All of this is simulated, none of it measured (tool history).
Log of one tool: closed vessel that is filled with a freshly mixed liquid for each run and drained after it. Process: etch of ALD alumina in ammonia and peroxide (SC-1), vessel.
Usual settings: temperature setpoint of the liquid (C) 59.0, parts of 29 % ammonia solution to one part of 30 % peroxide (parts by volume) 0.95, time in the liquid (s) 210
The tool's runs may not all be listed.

| run | hour | temperature setpoint of the liquid (C) | parts of 29 % ammonia solution to one part of 30 % peroxide (parts by volume) | time in the liquid (s) | read-back film thickness of the ALD alumina reference wafer, read on the same gauge (nm) | thickness taken off the ALD alumina on a monitor wafer (angstrom) |
|---|---|---|---|---|---|---|
| 1 | 0.0 | 59.0 | 0.95 | 210 | 49.99 | 178.6 |
| 2 | 19.2 | 59.0 | 0.95 | 210 | 49.99 | 177.2 |
| 3 | 29.3 | 59.0 | 0.95 | 210 | 49.98 | 177.1 |
| 4 | 39.8 | 54.0 | 1.05 | 210 | 49.98 | 137.9 |
| 5 | 55.6 | 59.0 | 0.95 | 115 | 49.99 | 97.2 |
| 6 | 62.8 | 59.0 | 0.95 | 115 | 49.99 | 97.4 |
| 7 | 69.8 | 59.0 | 0.95 | 115 | 49.99 | 97.3 |
| 8 | 86.2 | 59.0 | 0.95 | 210 | 50.03 | 177.3 |
| 9 | 101.7 | 59.0 | 0.95 | 210 | 50.00 | 178.4 |
| 10 | 116.3 | 62.5 | 0.95 | 250 | 50.00 | 252.8 |
|  | 118.9 | gauge calibrated |
| 11 | 131.5 | 62.5 | 0.95 | 250 | 50.00 | 255.2 |
| 12 | 138.2 | 59.0 | 0.95 | 210 | 49.99 | 178.8 |
| 13 | 152.2 | 59.0 | 0.95 | 210 | 50.00 | 178.9 |
|  | 157.1 | ammonia flow meter replaced |
| 14 | 162.5 | 59.0 | 0.95 | 210 | 49.99 | 178.6 |
| 15 | 174.6 | 59.0 | 1.20 | 210 | 50.00 | 181.6 |
| 16 | 192.4 | 59.0 | 1.10 | 210 | 49.99 | 182.8 |
| 17 | 209.9 | 59.0 | 0.95 | 270 | 50.02 | 232.3 |
| 18 | 223.6 | 56.5 | 1.20 | 145 | 50.01 | 111.7 |
|  | 233.2 | new drum of ammonia solution connected |
| 19 | 236.0 | 52.0 | 0.55 | 155 | 49.99 | 88.0 |
| 20 | 252.6 | 54.5 | 1.20 | 210 | 49.97 | 147.0 |
| 21 | 265.1 | 59.0 | 0.95 | 95 | 49.97 | 81.3 |
| 22 | 280.2 | 59.0 | 0.95 | 210 | 49.98 | 179.7 |
|  | 285.6 | thermometer replaced |
| 23 | 289.0 | 64.0 | 0.95 | 210 | 49.98 | 205.5 |
| 24 | 299.8 | 59.0 | 0.95 | 170 | 50.02 | 129.4 |
| 25 | 308.6 | 66.5 | 0.55 | 330 | 50.01 | 348.4 |
| 26 | 321.8 | 54.0 | 1.20 | 210 | 50.01 | 125.5 |
| 27 | 334.2 | 54.5 | 1.20 | 210 | 50.02 | 130.4 |
| 28 | 349.7 | 65.0 | 0.95 | 210 | 50.03 | 217.2 |
| 29 | 377.0 | 59.0 | 0.95 | 210 | 49.98 | 161.6 |

Forecast each of these 3 alternatives for the next run:
| A | 377.7 | 59.0 | 0.55 | 210 | ? | ? |
| B | 377.7 | 49.5 | 1.20 | 130 | ? | ? |
| C | 377.7 | 67.0 | 0.65 | 325 | ? | ? |

| run | read-back film thickness of the ALD alumina reference wafer, read on the same gauge (nm) | thickness taken off the ALD alumina on a monitor wafer (angstrom) |
|---|---|---|
| A | 50.00 | 153.2 |
| B | 50.00 | 61.6 |
| C | 50.00 | 359.6 |
Without the tool's hidden state the same runs would have given:
| run | thickness taken off the ALD alumina on a monitor wafer (angstrom) |
|---|---|
| A | 149.6 |
| B | 60.0 |
| C | 351.6 |

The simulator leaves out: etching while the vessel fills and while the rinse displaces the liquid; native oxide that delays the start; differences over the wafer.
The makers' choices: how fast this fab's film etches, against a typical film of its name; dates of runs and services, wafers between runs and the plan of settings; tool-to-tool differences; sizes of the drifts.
